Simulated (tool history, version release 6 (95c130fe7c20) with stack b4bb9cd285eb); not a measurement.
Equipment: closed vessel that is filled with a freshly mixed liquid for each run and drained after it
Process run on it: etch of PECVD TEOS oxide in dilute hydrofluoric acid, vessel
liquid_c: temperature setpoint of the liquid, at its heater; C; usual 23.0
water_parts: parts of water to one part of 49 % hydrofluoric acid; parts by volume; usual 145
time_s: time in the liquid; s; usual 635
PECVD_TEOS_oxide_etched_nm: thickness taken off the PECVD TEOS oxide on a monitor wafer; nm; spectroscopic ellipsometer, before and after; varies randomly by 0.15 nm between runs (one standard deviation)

run    hour  liquid_c  water_parts  time_s  read-back film thickness of the PECVD TEOS oxide reference wafer, read on the same gauge (nm)  PECVD_TEOS_oxide_etched_nm
  1     0.0      23.0          145     635                                                                                          60.00                       35.71
  2    50.0      23.0          145     635                                                                                          60.01                       35.91
  3    80.2      23.0           95     635                                                                                          60.00                       57.81
  4   113.1      23.0           95     635                                                                                          60.03                       57.66
  5   160.9      23.0           95     635                                                                                          59.99                       58.13
  6   205.2      23.0          145     635                                                                                          60.00                       35.48
  7   271.8      23.0          145     635                                                                                          60.00                       35.65
  8   318.8      27.0          145     390                                                                                          59.98                       25.53
  9   379.2      23.0          145     635                                                                                          60.00                       35.94
 10   438.0      23.0          145     635                                                                                          60.00                       35.59
      456.8  -- thermometer replaced
      494.1  -- gauge calibrated
 11   500.8      23.0          145     635                                                                                          59.95                       35.77
 12   545.7      23.0          145     635                                                                                          60.01                       35.81
 13   593.6      23.0          145     635                                                                                          60.03                       35.98
 14   626.5      23.0          145     760                                                                                          60.04                       42.61
 15   682.4      23.0          145     635                                                                                          59.98                       35.59
      748.6  -- hydrofluoric acid flow meter replaced
 16   750.6      20.5          175     635                                                                                          60.01                       25.92
 17   808.4      21.5          145     635                                                                                          60.01                       33.56
 18   848.7      21.5          165     635                                                                                          59.98                       29.06
 19   877.8      20.0          170     795                                                                                          59.97                       32.94
 20   936.3      23.0          145     635                                                                                          59.99                       35.70
 21   996.3      23.0          145     635                                                                                          59.96                       35.71
 22  1060.0      20.0          200     940                                                                                          60.03                       32.06
 23  1110.7      23.0          145     635                                                                                          59.99                       35.69
 24  1140.9      26.0           80     635                                                                                          60.03                       79.12
 25  1168.2      23.0          145     635                                                                                          60.03                       35.60
 26  1203.6      18.5          145     635                                                                                          60.03                       29.91
 27  1255.6      27.5          145     635                                                                                          60.01                       42.37
 28  1304.3      21.5          120     635                                                                                          60.02                       41.58
 29  1355.3      21.0          205     330                                                                                          60.01                       11.45
 30  1381.8      23.0          145     635                                                                                          60.02                       35.70
 31  1449.3      23.0          145     635                                                                                          60.00                       35.82
 32  1495.6      26.5          110     635                                                                                          59.99                       56.30
 33  1539.6      20.5          190     920                                                                                          59.96                       34.45

Give the tool's hidden conditions for every run:
liquid colder than its thermometer reads (K): 0 in every run
hydrofluoric acid flow below the setpoint (%): 0 in every run
gauge reads high (%): 0 in every run
